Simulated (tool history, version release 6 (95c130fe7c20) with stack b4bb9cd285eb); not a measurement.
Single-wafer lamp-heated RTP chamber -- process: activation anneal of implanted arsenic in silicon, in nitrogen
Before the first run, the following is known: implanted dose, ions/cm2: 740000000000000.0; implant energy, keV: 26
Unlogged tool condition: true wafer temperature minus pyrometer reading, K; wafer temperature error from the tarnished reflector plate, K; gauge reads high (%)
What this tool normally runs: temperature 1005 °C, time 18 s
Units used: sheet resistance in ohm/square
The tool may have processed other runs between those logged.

| run | hour | temperature | time | wafers since the last listed run | wafers since the last pyrometer calibration | wafers since the reflector plate was cleaned | hours since the gauge calibration | read-back reference wafer on the same gauge, sheet resistance | sheet resistance |
|---|---|---|---|---|---|---|---|---|---|
| 1 | 0 | 1005 | 18 | 0 | 4090 | 6891 | 1403.7 | 132.03 | 156.33 |
|  | 40 | reflector plate cleaned |
| 2 | 52 | 1005 | 18 | 701 | 4792 | 191 | 1455.7 | 131.97 | 157.19 |
| 3 | 136.8 | 1005 | 18 | 1352 | 6144 | 1544 | 1540.5 | 131.9 | 156.27 |
| 4 | 219.8 | 1005 | 18 | 1323 | 7468 | 2867 | 1623.5 | 131.95 | 155.71 |
|  | 299.3 | pyrometer window cleaned and pyrometer calibrated |
| 5 | 299.8 | 1005 | 18 | 1148 | 8 | 4016 | 1703.5 | 132.02 | 157.29 |
| 6 | 358.4 | 1005 | 18 | 934 | 942 | 4950 | 1762.1 | 132.04 | 156.99 |
| 7 | 421.2 | 1005 | 18 | 1001 | 1944 | 5952 | 1824.9 | 131.97 | 156.69 |
| 8 | 479.3 | 1005 | 18 | 926 | 2870 | 6878 | 1883 | 132 | 156.66 |
| 9 | 560.6 | 1005 | 18 | 1296 | 4167 | 8175 | 1964.3 | 132.09 | 156.79 |
|  | 578.9 | reflector plate cleaned |
| 10 | 617 | 1005 | 18 | 771 | 4939 | 607 | 2020.7 | 131.99 | 156.65 |
| 11 | 681.1 | 1005 | 18 | 1022 | 5961 | 1630 | 2084.8 | 132.03 | 156.23 |
|  | 769.6 | pyrometer window cleaned and pyrometer calibrated |
| 12 | 770.1 | 1005 | 18 | 1291 | 8 | 2921 | 2173.8 | 131.98 | 157.67 |
|  | 1023.7 | reflector plate cleaned |
| 13 | 1028.1 | 1005 | 18 | 3986 | 3995 | 69 | 2431.8 | 131.91 | 157.39 |
| 14 | 1129.1 | 1012 | 18 | 1610 | 5606 | 1680 | 2532.8 | 131.99 | 155.81 |
|  | 1140.8 | gauge calibrated |
|  | 1207.7 | pyrometer window cleaned and pyrometer calibrated |
| 15 | 1217.3 | 1005 | 18 | 1279 | 152 | 2959 | 76.5 | 132.01 | 157.18 |
| 16 | 1268.4 | 1005 | 18 | 814 | 967 | 3774 | 127.6 | 132.03 | 157.74 |
| 17 | 1304.8 | 1019 | 21 | 580 | 1547 | 4354 | 164 | 131.98 | 153.88 |
| 18 | 1400.7 | 1035 | 18 | 1529 | 3077 | 5884 | 259.9 | 132 | 152.32 |
| 19 | 1449.2 | 976 | 18 | 773 | 3850 | 6657 | 308.4 | 131.92 | 160.85 |
| 20 | 1531.2 | 1019 | 10 | 1307 | 5158 | 7965 | 390.4 | 132.02 | 157.52 |
|  | 1573.5 | reflector plate cleaned |
|  | 1676.9 | pyrometer window cleaned and pyrometer calibrated |
| 21 | 1783 | 1035 | 13 | 3760 | 1691 | 3213 | 642.2 | 132 | 155.21 |
| 22 | 1844.9 | 1005 | 10 | 987 | 2678 | 4200 | 704.1 | 131.98 | 160.94 |
| 23 | 1933.6 | 1017 | 24 | 1414 | 4093 | 5614 | 792.8 | 131.96 | 153.11 |
|  | 2035.4 | reflector plate cleaned |
| 24 | 2039.6 | 987 | 13 | 1562 | 5656 | 67 | 898.8 | 132.03 | 161.24 |
| 25 | 2106.8 | 976 | 22 | 1071 | 6727 | 1138 | 966 | 131.96 | 159.89 |
|  | 2173.7 | pyrometer window cleaned and pyrometer calibrated |
| 26 | 2204.5 | 1005 | 18 | 1430 | 491 | 2569 | 1063.7 | 132.02 | 157.32 |
| 27 | 2255 | 1013 | 18 | 805 | 1296 | 3374 | 1114.2 | 132.01 | 156.31 |
| 28 | 2316.5 | 1021 | 22 | 980 | 2277 | 4355 | 1175.7 | 132.05 | 153.08 |
| 29 | 2410.8 | 1005 | 18 | 1503 | 3781 | 5859 | 1270 | 131.99 | 156.39 |
| 30 | 2489.9 | 1030 | 14 | 1261 | 5042 | 7120 | 1349.1 | 132.02 | 154.39 |

Each row is a separate what-if for the run after 30, all from the same tool condition, not one after another. Results?
| A | 2490.3 | 1005 | 29 | 6 | 5048 | 7127 | 1349.5 | ? | ? |
| B | 2490.3 | 1005 | 9 | 6 | 5048 | 7127 | 1349.5 | ? | ? |
| C | 2490.3 | 1030 | 8 | 6 | 5048 | 7127 | 1349.5 | ? | ? |
| D | 2490.3 | 1005 | 8 | 6 | 5048 | 7127 | 1349.5 | ? | ? |

| run | read-back reference wafer on the same gauge, sheet resistance | sheet resistance |
|---|---|---|
| A | 131.97 | 153.01 |
| B | 131.97 | 159.98 |
| C | 131.97 | 157.38 |
| D | 131.97 | 160.69 |
Take away the tool's hidden state, keep each run's random variation, and the runs would have read:
| run | sheet resistance |
|---|---|
| A | 155.4 |
| B | 162.54 |
| C | 159.61 |
| D | 163.32 |

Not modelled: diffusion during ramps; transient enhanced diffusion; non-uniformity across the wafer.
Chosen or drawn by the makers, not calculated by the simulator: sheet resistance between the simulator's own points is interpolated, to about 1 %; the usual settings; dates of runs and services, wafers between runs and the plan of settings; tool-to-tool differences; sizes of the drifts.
